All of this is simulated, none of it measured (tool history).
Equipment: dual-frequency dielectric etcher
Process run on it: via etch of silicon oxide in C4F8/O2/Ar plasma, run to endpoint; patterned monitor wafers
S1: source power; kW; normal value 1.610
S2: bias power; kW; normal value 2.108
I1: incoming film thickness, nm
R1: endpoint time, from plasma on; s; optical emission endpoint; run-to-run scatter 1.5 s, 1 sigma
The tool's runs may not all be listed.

| run | day | S1 | S2 | I1 | R1 |
|---|---|---|---|---|---|
| 1 | 0.000 | 1.440 | 2.108 | 1106.7 | 242.6 |
| 2 | 2.621 | 1.610 | 2.108 | 1104.1 | 232.8 |
| 3 | 3.667 | 1.610 | 2.108 | 1119.2 | 233.9 |
| 4 | 4.908 | 1.610 | 2.108 | 1110.5 | 231.9 |
| 5 | 6.838 | 1.610 | 2.108 | 1106.4 | 230.5 |
| 6 | 8.925 | 1.610 | 2.108 | 1099.6 | 225.1 |
|  | 10.192 | bias power generator calibrated |
|  | 10.662 | upper electrode replaced |
| 7 | 10.683 | 1.610 | 2.108 | 1115.2 | 227.7 |
|  | 12.538 | wet clean of the chamber |
| 8 | 12.562 | 1.450 | 1.715 | 1114.1 | 256.9 |
| 9 | 15.346 | 1.480 | 2.271 | 1126.0 | 239.7 |
| 10 | 16.675 | 1.310 | 2.108 | 1116.6 | 249.9 |
| 11 | 19.667 | 1.350 | 2.108 | 1110.2 | 245.8 |
|  | 21.233 | source power generator calibrated |
| 12 | 24.304 | 1.610 | 2.108 | 1111.4 | 229.5 |
| 13 | 26.508 | 1.850 | 2.349 | 1106.4 | 211.1 |
| 14 | 27.979 | 1.610 | 1.674 | 1098.5 | 233.9 |
|  | 29.138 | wet clean of the chamber |
| 15 | 30.904 | 1.610 | 1.596 | 1102.7 | 249.8 |

4 options for the next run, each taken on its own from the tool as it stands now. Forecast them:
| A | 30.925 | 1.610 | 2.108 | 1118.9 | ? |
| B | 30.925 | 1.250 | 2.108 | 1118.9 | ? |
| C | 30.925 | 1.820 | 1.840 | 1118.9 | ? |
| D | 30.925 | 1.450 | 1.847 | 1118.9 | ? |

| run | R1 |
|---|---|
| A | 238.4 |
| B | 258.5 |
| C | 235.8 |
| D | 254.0 |
Stripped of hidden state, with their random variation kept, the same runs would have yielded:
| run | R1 |
|---|---|
| A | 240.5 |
| B | 260.8 |
| C | 237.9 |
| D | 256.2 |
